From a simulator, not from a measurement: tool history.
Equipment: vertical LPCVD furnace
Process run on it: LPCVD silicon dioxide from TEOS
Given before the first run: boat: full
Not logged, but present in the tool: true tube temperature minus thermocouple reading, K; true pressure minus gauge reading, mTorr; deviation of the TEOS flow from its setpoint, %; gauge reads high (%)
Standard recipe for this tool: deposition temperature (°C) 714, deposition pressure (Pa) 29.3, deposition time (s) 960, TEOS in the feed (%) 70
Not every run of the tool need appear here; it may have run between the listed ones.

run,hour,deposition temperature (°C),deposition pressure (Pa),deposition time (s),TEOS in the feed (%),wafers since the last listed run,hours since the last temperature calibration,hours since the pressure gauge was zeroed,hours since the TEOS flow controller was replaced,hours since the gauge calibration,"read-back reference wafer on the same gauge, thickness",film thickness on the monitor wafer in the middle of the boat (nm)
1,0.0,714,29.3,960,70,0,1155.9,3335.0,4087.4,669.8,151.36,130.93
2,67.8,714,29.3,960,70,1037,1223.7,3402.8,4155.2,737.6,151.03,130.14
3,135.8,718,29.3,960,70,1040,1291.7,3470.8,4223.2,805.6,151.24,143.13
4,177.5,718,29.3,960,70,638,1333.4,3512.5,4264.9,847.3,151.02,141.54
5,222.9,718,29.3,960,70,694,1378.8,3557.9,4310.3,892.7,150.77,142.96
6,266.6,721,29.3,810,82,668,1422.5,3601.6,4354.0,936.4,150.89,138.76
7,326.7,709,29.3,960,70,919,1482.6,3661.7,4414.1,996.5,150.98,117.11
8,395.5,711,26.7,960,70,1052,1551.4,3730.5,4482.9,1065.3,150.92,116.18
9,451.7,714,29.3,960,70,859,1607.6,3786.7,4539.1,1121.5,150.77,130.49
10,516.6,708,26.7,690,70,992,1672.5,3851.6,4604.0,1186.4,151.04,78.92
11,561.2,708,34.0,1110,70,682,1717.1,3896.2,4648.6,1231.0,150.77,143.08
12,600.1,718,24.7,1080,74,595,1756.0,3935.1,4687.5,1269.9,151.35,152.02
13,637.5,714,29.3,960,70,572,1793.4,3972.5,4724.9,1307.3,150.84,131.30
# hour 689.6: TEOS flow controller replaced
14,699.9,714,29.3,960,70,587,1855.8,4034.9,10.3,1369.7,151.03,131.18
15,746.1,719,29.3,960,70,706,1902.0,4081.1,56.5,1415.9,151.02,146.08
# hour 786.5: thermocouples replaced and temperature profile calibrated
16,787.0,709,36.0,810,63,258,0.5,4122.0,97.4,1456.8,151.15,103.41
# hour 835.8: pressure gauge zeroed
17,845.5,718,29.3,960,70,527,59.0,9.7,155.9,1515.3,150.77,139.46
18,907.2,718,29.3,960,77,944,120.7,71.4,217.6,1577.0,150.84,147.19
19,966.4,704,32.0,1320,70,905,179.9,130.6,276.8,1636.2,150.59,146.26
# hour 991.2: gauge calibrated
20,1027.9,714,32.7,870,79,940,241.4,192.1,338.3,36.7,151.19,129.86
21,1080.5,714,34.0,960,70,804,294.0,244.7,390.9,89.3,151.12,138.17

For run 22, what comes out?
22,1124.8,725,27.3,960,76,677,338.3,289.0,435.2,133.6,?,?

{"run 22": {"read-back reference wafer on the same gauge, thickness": 150.97, "film thickness on the monitor wafer in the middle of the boat (nm)": 164.36}}
On a tool with no hidden condition, and with the same random variation, this run would have come out at film thickness on the monitor wafer in the middle of the boat (nm) 164.13.
